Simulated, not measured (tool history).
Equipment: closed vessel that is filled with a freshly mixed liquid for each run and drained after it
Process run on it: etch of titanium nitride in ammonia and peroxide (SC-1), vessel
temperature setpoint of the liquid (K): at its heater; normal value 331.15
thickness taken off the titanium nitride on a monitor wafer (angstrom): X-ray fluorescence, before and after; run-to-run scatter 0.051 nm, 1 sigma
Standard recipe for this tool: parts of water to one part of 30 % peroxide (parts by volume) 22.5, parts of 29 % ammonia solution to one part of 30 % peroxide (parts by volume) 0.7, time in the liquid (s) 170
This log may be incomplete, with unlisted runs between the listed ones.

| run | hour | temperature setpoint of the liquid (K) | parts of water to one part of 30 % peroxide (parts by volume) | parts of 29 % ammonia solution to one part of 30 % peroxide (parts by volume) | time in the liquid (s) | read-back film thickness of the titanium nitride reference wafer, read on the same gauge (nm) | thickness taken off the titanium nitride on a monitor wafer (angstrom) |
|---|---|---|---|---|---|---|---|
| 1 | 0 | 329.15 | 22.5 | 0.7 | 170 | 120.11 | 115.7 |
| 2 | 66.4 | 331.15 | 22.5 | 0.7 | 170 | 120.29 | 132 |
| 3 | 158.3 | 331.15 | 22.5 | 0.7 | 170 | 120.48 | 132.4 |
| 4 | 349.3 | 331.15 | 22.5 | 0.7 | 170 | 121.16 | 132.4 |
| 5 | 435 | 331.15 | 22.5 | 0.7 | 245 | 121.51 | 192.9 |
| 6 | 506.8 | 331.15 | 22.5 | 0.7 | 245 | 121.86 | 193.1 |
| 7 | 612.1 | 331.15 | 22.5 | 0.7 | 245 | 122.5 | 194.1 |
| 8 | 674.3 | 331.15 | 22.5 | 0.7 | 170 | 122.83 | 136 |
|  | 705.2 | new drum of ammonia solution connected |
|  | 725 | gauge calibrated |
| 9 | 762.2 | 322.65 | 22.5 | 0.7 | 230 | 119.43 | 100.3 |
| 10 | 846.3 | 326.15 | 22.5 | 0.95 | 170 | 119.5 | 99.2 |
|  | 857.4 | thermometer replaced |
| 11 | 949.5 | 331.15 | 32.5 | 0.7 | 170 | 119.62 | 107.2 |
|  | 1004.7 | ammonia flow meter replaced |
| 12 | 1028.8 | 331.15 | 29.5 | 0.7 | 170 | 119.68 | 113.6 |

Expected results for the next run?
| 13 | 1081.4 | 331.15 | 22.5 | 0.4 | 100 | ? | ? |

{"run 13": {"read-back film thickness of the titanium nitride reference wafer, read on the same gauge (nm)": 119.84, "thickness taken off the titanium nitride on a monitor wafer (angstrom)": 69.9}}
Were there no unlogged condition in the tool, this run, its random variation unchanged, would have produced thickness taken off the titanium nitride on a monitor wafer (angstrom) 70.

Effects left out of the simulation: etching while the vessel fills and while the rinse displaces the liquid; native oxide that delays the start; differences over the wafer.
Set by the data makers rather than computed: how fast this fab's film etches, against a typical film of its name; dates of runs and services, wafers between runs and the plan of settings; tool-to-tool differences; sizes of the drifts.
